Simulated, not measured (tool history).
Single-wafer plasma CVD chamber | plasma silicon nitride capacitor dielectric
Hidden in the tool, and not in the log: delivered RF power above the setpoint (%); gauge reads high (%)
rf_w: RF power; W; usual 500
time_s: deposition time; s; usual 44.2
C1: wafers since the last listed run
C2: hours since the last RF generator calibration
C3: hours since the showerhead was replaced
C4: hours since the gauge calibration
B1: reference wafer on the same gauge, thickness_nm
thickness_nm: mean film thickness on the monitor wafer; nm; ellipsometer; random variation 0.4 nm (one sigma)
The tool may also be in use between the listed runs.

Run 1, hour 0.0: usual settings but rf_w 470 W; C1 0; C2 672.8; C3 2368.3; C4 2935.2; B1 72.208. Result: thickness_nm 71.559 nm.
Run 2, hour 82.0: usual settings but rf_w 470 W; C1 953; C2 754.8; C3 2450.3; C4 3017.2; B1 72.198. Result: thickness_nm 72.633 nm.
Run 3, hour 145.4: usual settings; C1 737; C2 818.2; C3 2513.7; C4 3080.6; B1 72.312. Result: thickness_nm 72.614 nm.
Run 4, hour 244.6: usual settings; C1 1154; C2 917.4; C3 2612.9; C4 3179.8; B1 72.232. Result: thickness_nm 73.080 nm.
Run 5, hour 281.7: usual settings but rf_w 535 W, time_s 38.3 s; C1 431; C2 954.5; C3 2650.0; C4 3216.9; B1 72.360. Result: thickness_nm 65.155 nm.
At hour 314.7: RF generator calibrated.
Run 6, hour 338.0: usual settings; C1 561; C2 23.3; C3 2706.3; C4 3273.2; B1 72.171. Result: thickness_nm 75.124 nm.
Run 7, hour 374.8: usual settings; C1 428; C2 60.1; C3 2743.1; C4 3310.0; B1 72.190. Result: thickness_nm 74.429 nm.
Run 8, hour 457.3: usual settings; C1 959; C2 142.6; C3 2825.6; C4 3392.5; B1 72.234. Result: thickness_nm 74.514 nm.
Run 9, hour 559.3: usual settings; C1 1186; C2 244.6; C3 2927.6; C4 3494.5; B1 72.348. Result: thickness_nm 74.244 nm.
Run 10, hour 628.8: usual settings; C1 808; C2 314.1; C3 2997.1; C4 3564.0; B1 72.188. Result: thickness_nm 73.824 nm.
Run 11, hour 691.9: usual settings; C1 734; C2 377.2; C3 3060.2; C4 3627.1; B1 72.169. Result: thickness_nm 74.556 nm.
Run 12, hour 731.6: usual settings; C1 461; C2 416.9; C3 3099.9; C4 3666.8; B1 72.135. Result: thickness_nm 74.569 nm.
Run 13, hour 791.2: usual settings; C1 693; C2 476.5; C3 3159.5; C4 3726.4; B1 72.212. Result: thickness_nm 73.131 nm.
Run 14, hour 863.4: usual settings; C1 839; C2 548.7; C3 3231.7; C4 3798.6; B1 72.172. Result: thickness_nm 73.518 nm.
Run 15, hour 943.8: usual settings; C1 935; C2 629.1; C3 3312.1; C4 3879.0; B1 72.163. Result: thickness_nm 73.529 nm.
Run 16, hour 988.8: usual settings; C1 523; C2 674.1; C3 3357.1; C4 3924.0; B1 72.129. Result: thickness_nm 73.403 nm.
Run 17, hour 1053.2: usual settings; C1 749; C2 738.5; C3 3421.5; C4 3988.4; B1 72.202. Result: thickness_nm 73.934 nm.
Run 18, hour 1142.7: usual settings; C1 1041; C2 828.0; C3 3511.0; C4 4077.9; B1 72.279. Result: thickness_nm 73.933 nm.
At hour 1185.5: gauge calibrated.
Run 19, hour 1197.2: usual settings; C1 634; C2 882.5; C3 3565.5; C4 11.7; B1 72.231. Result: thickness_nm 73.005 nm.
Run 20, hour 1239.5: usual settings but rf_w 575 W, time_s 53.0 s; C1 492; C2 924.8; C3 3607.8; C4 54.0; B1 72.161. Result: thickness_nm 92.183 nm.

Run 21 comes next. What will it give?
At hour 1247.6: showerhead replaced.
At hour 1256.5: RF generator calibrated.
Run 21, hour 1527.0: usual settings; C1 3158; C2 270.5; C3 279.4; C4 341.5; B1 ?. Result: thickness_nm ?.

B1: 72.190
thickness_nm: 74.142 nm
Without the tool's hidden state the same run would have given thickness_nm 75.354 nm.
